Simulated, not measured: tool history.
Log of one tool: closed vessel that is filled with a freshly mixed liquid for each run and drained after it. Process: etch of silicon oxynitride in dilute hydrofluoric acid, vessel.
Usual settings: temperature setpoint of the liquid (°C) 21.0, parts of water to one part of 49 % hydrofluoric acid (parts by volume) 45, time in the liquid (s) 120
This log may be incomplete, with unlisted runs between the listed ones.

run	hour	temperature setpoint of the liquid (°C)	parts of water to one part of 49 % hydrofluoric acid (parts by volume)	time in the liquid (s)	read-back film thickness of the silicon oxynitride reference wafer, read on the same gauge (nm)	thickness taken off the silicon oxynitride on a monitor wafer (angstrom)
1	0.0	22.5	45	120	90.04	126.1
2	6.3	21.0	40	150	90.00	162.8
3	22.4	23.0	45	120	90.01	128.6
4	31.8	23.0	45	120	90.02	129.0
5	39.9	23.0	45	120	89.98	127.6
6	56.8	24.0	45	120	90.00	133.6
7	66.9	24.0	45	120	89.98	136.3
8	82.5	24.0	45	120	90.03	131.4
9	98.8	21.0	55	140	89.96	110.0
10	105.4	21.0	55	140	90.01	109.8
11	113.4	21.0	55	140	89.99	108.8
12	125.7	21.0	45	120	89.96	115.2
# hour 133.6: hydrofluoric acid flow meter replaced
13	141.8	21.0	45	120	90.04	114.3
14	158.0	21.0	45	120	89.97	115.5
15	164.1	21.0	45	120	89.99	116.7
# hour 168.8: gauge calibrated
16	176.3	21.0	45	120	90.05	115.8
17	185.6	17.0	25	120	90.04	171.7
18	196.4	21.0	45	120	89.98	116.0
# hour 230.1: thermometer replaced
19	237.3	18.0	55	95	89.99	63.3
20	251.2	21.0	45	120	89.99	113.9
21	257.7	21.0	35	150	90.04	187.4
22	275.2	19.0	40	140	90.01	137.8
23	282.6	21.0	45	65	90.00	62.1
24	298.9	21.0	40	120	89.95	131.1

Run 25 has not been measured yet. What should we expect?
25	307.2	17.0	45	120	?	?

{"run 25": {"read-back film thickness of the silicon oxynitride reference wafer, read on the same gauge (nm)": 90.02, "thickness taken off the silicon oxynitride on a monitor wafer (angstrom)": 94.9}}
With the hidden condition absent and the run-to-run variation left alone, this run would have shown thickness taken off the silicon oxynitride on a monitor wafer (angstrom) 94.9.
